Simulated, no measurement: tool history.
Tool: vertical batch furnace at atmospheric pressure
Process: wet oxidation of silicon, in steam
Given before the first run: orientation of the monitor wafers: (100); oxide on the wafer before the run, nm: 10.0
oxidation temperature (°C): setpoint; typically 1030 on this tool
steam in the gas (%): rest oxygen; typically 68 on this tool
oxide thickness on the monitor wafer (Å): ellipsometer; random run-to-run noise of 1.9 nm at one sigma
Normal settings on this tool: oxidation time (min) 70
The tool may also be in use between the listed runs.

run   hour  oxidation temperature (°C)  oxidation time (min)  steam in the gas (%)  wafers since the last listed run  hours since the last temperature calibration  hours since the steam generator was serviced  hours since the gauge calibration  read-back reference wafer on the same gauge, thickness  oxide thickness on the monitor wafer (Å)
  1      0                        1030                    70                    76                                 0                                        2542.2                                         581.2                              238.6                                                  471.55                                      4797
  2   27.9                        1030                    70                    76                               294                                        2570.1                                         609.1                              266.5                                                  471.17                                    4835.9
  3   90.6                        1030                    70                    76                               662                                        2632.8                                         671.8                              329.2                                                  472.74                                    4842.6
  4  116.4                        1030                    70                    68                               272                                        2658.6                                         697.6                                355                                                  472.44                                    4527.6
  5  165.2                        1030                    70                    68                               515                                        2707.4                                         746.4                              403.8                                                  473.73                                    4559.1
  6  220.2                        1030                    70                    68                               580                                        2762.4                                         801.4                              458.8                                                  474.26                                    4519.5
     265.8  -- gauge calibrated
  7    281                        1030                    70                    68                               642                                        2823.2                                         862.2                               15.2                                                  464.96                                    4444.1
  8  320.5                        1030                    70                    68                               417                                        2862.7                                         901.7                               54.7                                                  466.47                                      4407
     360.7  -- thermocouples replaced and temperature profile calibrated
  9  366.6                        1030                    46                    68                               233                                           5.9                                         947.8                              100.8                                                     468                                    3392.6
 10  395.4                        1030                    46                    68                               304                                          34.7                                         976.6                              129.6                                                  468.51                                    3393.1
 11  442.4                        1053                    41                    57                               496                                          81.7                                        1023.6                              176.6                                                  469.19                                      3267
 12    488                        1030                  42.5                    74                               481                                         127.3                                        1069.2                              222.2                                                  469.96                                    3434.5

Expected results for the next run?
 13   560                        1030                    45                    62                               760                                         199.3                                        1141.2                              294.2                                                       ?                                         ?

{"run 13": {"read-back reference wafer on the same gauge, thickness": 470.9, "oxide thickness on the monitor wafer (Å)": 3167.6}}
Take away the tool's hidden state, keep the run-to-run variation as it was, and the same run would have given oxide thickness on the monitor wafer (Å) 3133.3.
